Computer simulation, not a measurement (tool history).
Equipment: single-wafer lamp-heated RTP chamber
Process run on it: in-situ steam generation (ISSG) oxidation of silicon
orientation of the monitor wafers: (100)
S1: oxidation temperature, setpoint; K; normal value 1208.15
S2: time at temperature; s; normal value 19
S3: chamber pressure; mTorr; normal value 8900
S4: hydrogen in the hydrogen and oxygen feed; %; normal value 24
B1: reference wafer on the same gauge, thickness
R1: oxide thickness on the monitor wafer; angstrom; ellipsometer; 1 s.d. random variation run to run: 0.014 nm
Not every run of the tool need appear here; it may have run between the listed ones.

run,hour,S1,S2,S3,S4,B1,R1
1,0,1208.15,19,9600,24,4.027,41.19
2,68.3,1208.15,19,9600,24,4.028,41.32
3,176.1,1218.15,22,8900,24,4.017,45.41
# hour 239.1: pyrometer window cleaned and pyrometer calibrated
4,239.6,1218.15,22,8900,24,4.011,45.42
5,323.9,1208.15,19,8900,24,4.008,41.28
6,393.8,1208.15,19,8900,24,4.005,41.26
7,496.2,1208.15,19,7800,24,3.992,41.63
8,562.5,1208.15,19,8900,24,3.996,41.37
9,663.2,1208.15,19,8900,24,3.988,41.1
10,715.4,1208.15,19,8900,24,3.977,41.09
11,791.9,1208.15,19,8900,24,3.97,41.06
12,890.9,1208.15,19,8900,18,3.959,38.56
# hour 956.8: pyrometer window cleaned and pyrometer calibrated
13,957.6,1190.15,19,10200,24,3.953,38.25
14,1045.9,1201.15,19,8900,24,3.943,39.94
# hour 1132.3: pressure gauge zeroed
15,1147.4,1189.15,14,7700,19,3.929,33.11
16,1228.9,1208.15,19,9600,29,3.918,41.94
17,1335.7,1223.15,12,7700,16,3.907,32.26
18,1442.2,1208.15,19,8900,16,3.888,36.71
# hour 1446.1: gauge calibrated
19,1525.7,1208.15,24,9400,24,4.072,45.9
# hour 1562.4: pyrometer window cleaned and pyrometer calibrated
20,1622.9,1208.15,13,7500,24,4.069,37.22
# hour 1678.5: hydrogen flow controller replaced
21,1693.4,1221.15,26,9900,17,4.067,45.59
22,1801.1,1228.15,22,8500,19,4.067,44.99
23,1890,1208.15,19,8100,16,4.069,38.82
24,2163.1,1208.15,19,8900,24,4.051,41.93
25,2231.4,1202.15,16,8900,16,4.051,35.31
# hour 2256.3: pyrometer window cleaned and pyrometer calibrated
26,2301.2,1208.15,19,8900,24,4.048,41.82
27,2402.8,1222.15,19,8900,24,4.041,43.52
28,2507.6,1208.15,15,9600,24,4.034,37.65
29,2585.9,1221.15,14,8500,20,4.031,36.85
30,2632.3,1222.15,19,8900,24,4.028,43.4
31,2674.1,1202.15,23,8400,17,4.025,41.23

4 ways to go on from here, each from the tool as it stands after run 31. What would each give?
A,2674.5,1208.15,14,8900,24,?,?
B,2674.5,1208.15,19,9600,30,?,?
C,2674.5,1208.15,13,10000,24,?,?
D,2674.5,1208.15,19,7500,17,?,?

run,B1,R1
A,4.023,37.06
B,4.023,43.17
C,4.023,35.39
D,4.023,38.55
With no hidden state in the tool, these same runs would have given:
run,R1
A,37.49
B,43.68
C,35.81
D,39

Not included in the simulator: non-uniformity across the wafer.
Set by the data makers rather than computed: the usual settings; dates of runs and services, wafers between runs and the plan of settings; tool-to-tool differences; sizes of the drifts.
